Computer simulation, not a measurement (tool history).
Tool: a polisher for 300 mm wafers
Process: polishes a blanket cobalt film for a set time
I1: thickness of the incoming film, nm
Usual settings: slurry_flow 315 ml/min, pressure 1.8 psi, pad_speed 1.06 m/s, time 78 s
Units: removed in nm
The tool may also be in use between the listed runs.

{"run": 1, "hour": 0.0, "slurry_flow": 315, "pressure": 1.8, "pad_speed": 1.06, "time": 78, "I1": 1045.8, "removed": 381.8}
{"run": 2, "hour": 86.1, "slurry_flow": 315, "pressure": 1.4, "pad_speed": 1.06, "time": 97, "I1": 1041.7, "removed": 358.6}
{"run": 3, "hour": 167.9, "slurry_flow": 315, "pressure": 1.4, "pad_speed": 1.06, "time": 78, "I1": 1039.5, "removed": 276.6}
{"hour": 260.2, "done": "slurry nozzle cleaned"}
{"run": 4, "hour": 270.9, "slurry_flow": 315, "pressure": 1.4, "pad_speed": 1.06, "time": 78, "I1": 1039.8, "removed": 269.1}
{"run": 5, "hour": 335.1, "slurry_flow": 315, "pressure": 1.8, "pad_speed": 1.06, "time": 78, "I1": 1022.1, "removed": 335.4}
{"hour": 353.0, "done": "worn pad replaced by a new one"}
{"run": 6, "hour": 411.7, "slurry_flow": 315, "pressure": 1.8, "pad_speed": 1.06, "time": 78, "I1": 1049.5, "removed": 385}
{"run": 7, "hour": 496.7, "slurry_flow": 240, "pressure": 1.8, "pad_speed": 1.06, "time": 78, "I1": 1041.7, "removed": 373.9}
{"run": 8, "hour": 569.7, "slurry_flow": 240, "pressure": 1.8, "pad_speed": 1.06, "time": 78, "I1": 1023.1, "removed": 376.3}
{"run": 9, "hour": 607.8, "slurry_flow": 240, "pressure": 1.8, "pad_speed": 1.06, "time": 78, "I1": 1051.3, "removed": 371.4}
{"hour": 651.1, "done": "head pressure recalibrated"}
{"run": 10, "hour": 674.9, "slurry_flow": 315, "pressure": 1.8, "pad_speed": 1.06, "time": 78, "I1": 1050.8, "removed": 408.5}
{"run": 11, "hour": 715.6, "slurry_flow": 315, "pressure": 1.8, "pad_speed": 1.06, "time": 78, "I1": 1037.3, "removed": 403.9}
{"run": 12, "hour": 788.9, "slurry_flow": 315, "pressure": 1.8, "pad_speed": 1.06, "time": 78, "I1": 1055.9, "removed": 393.4}
{"run": 13, "hour": 856.6, "slurry_flow": 315, "pressure": 1.8, "pad_speed": 1.06, "time": 78, "I1": 1032.5, "removed": 379.2}
{"hour": 916.2, "done": "worn pad replaced by a new one"}
{"run": 14, "hour": 917.8, "slurry_flow": 315, "pressure": 1.8, "pad_speed": 1.06, "time": 78, "I1": 1030.2, "removed": 408.1}
{"run": 15, "hour": 1014.3, "slurry_flow": 315, "pressure": 1.8, "pad_speed": 1.06, "time": 78, "I1": 1044.2, "removed": 396.9}
{"hour": 1065.3, "done": "slurry nozzle cleaned"}
{"run": 16, "hour": 1102.9, "slurry_flow": 315, "pressure": 1.8, "pad_speed": 1.06, "time": 78, "I1": 1043.6, "removed": 393.7}
{"run": 17, "hour": 1210.8, "slurry_flow": 315, "pressure": 1.8, "pad_speed": 1.06, "time": 78, "I1": 1040.2, "removed": 389.3}
{"run": 18, "hour": 1278.7, "slurry_flow": 315, "pressure": 1.8, "pad_speed": 1.06, "time": 78, "I1": 1044.8, "removed": 372.7}
{"run": 19, "hour": 1321.9, "slurry_flow": 260, "pressure": 1.8, "pad_speed": 1.06, "time": 78, "I1": 1035.9, "removed": 363.9}
{"run": 20, "hour": 1401.7, "slurry_flow": 285, "pressure": 1.8, "pad_speed": 1.06, "time": 71, "I1": 1045.9, "removed": 327.8}
{"hour": 1460.1, "done": "worn pad replaced by a new one"}
{"run": 21, "hour": 1507.1, "slurry_flow": 370, "pressure": 1.8, "pad_speed": 1.06, "time": 78, "I1": 1056.9, "removed": 389.9}
{"run": 22, "hour": 1579.8, "slurry_flow": 315, "pressure": 1.8, "pad_speed": 1.36, "time": 78, "I1": 1049.8, "removed": 481.9}
{"hour": 1633.2, "done": "head pressure recalibrated"}
{"run": 23, "hour": 1649.7, "slurry_flow": 315, "pressure": 2.4, "pad_speed": 1.06, "time": 78, "I1": 1038.1, "removed": 538}
{"run": 24, "hour": 1710.8, "slurry_flow": 245, "pressure": 1.6, "pad_speed": 1.4, "time": 78, "I1": 1036.4, "removed": 462.3}
{"run": 25, "hour": 1786.9, "slurry_flow": 315, "pressure": 1.8, "pad_speed": 1.06, "time": 78, "I1": 1045.3, "removed": 395.3}
{"hour": 1849.9, "done": "slurry nozzle cleaned"}
{"run": 26, "hour": 1877.6, "slurry_flow": 240, "pressure": 1.8, "pad_speed": 1.3, "time": 78, "I1": 1019.9, "removed": 445.6}
{"run": 27, "hour": 1918.2, "slurry_flow": 225, "pressure": 2.2, "pad_speed": 1.06, "time": 78, "I1": 1024.4, "removed": 442.1}
{"hour": 1941.5, "done": "worn pad replaced by a new one"}
{"run": 28, "hour": 1984.0, "slurry_flow": 230, "pressure": 1.8, "pad_speed": 1.06, "time": 70, "I1": 1036.8, "removed": 356.6}
{"run": 29, "hour": 2085.5, "slurry_flow": 315, "pressure": 2.3, "pad_speed": 0.88, "time": 62, "I1": 1036.5, "removed": 337.5}
{"run": 30, "hour": 2139.8, "slurry_flow": 215, "pressure": 1.5, "pad_speed": 1.06, "time": 78, "I1": 1044.5, "removed": 327.1}
{"run": 31, "hour": 2216.9, "slurry_flow": 315, "pressure": 1.8, "pad_speed": 0.72, "time": 66, "I1": 1053.3, "removed": 235.7}
{"run": 32, "hour": 2274.5, "slurry_flow": 315, "pressure": 1.8, "pad_speed": 1.06, "time": 78, "I1": 1037.3, "removed": 383.4}
{"run": 33, "hour": 2332.6, "slurry_flow": 315, "pressure": 1.8, "pad_speed": 1.06, "time": 78, "I1": 1052.4, "removed": 373.6}

Run 34 comes next. What will it give?
{"run": 34, "hour": 2401.2, "slurry_flow": 315, "pressure": 1.8, "pad_speed": 1.06, "time": 78, "I1": 1047.3, "removed": "?"}

Run 34 gave removed 363.7 nm.
Without the tool's hidden state the same run would have given removed 428.6 nm.

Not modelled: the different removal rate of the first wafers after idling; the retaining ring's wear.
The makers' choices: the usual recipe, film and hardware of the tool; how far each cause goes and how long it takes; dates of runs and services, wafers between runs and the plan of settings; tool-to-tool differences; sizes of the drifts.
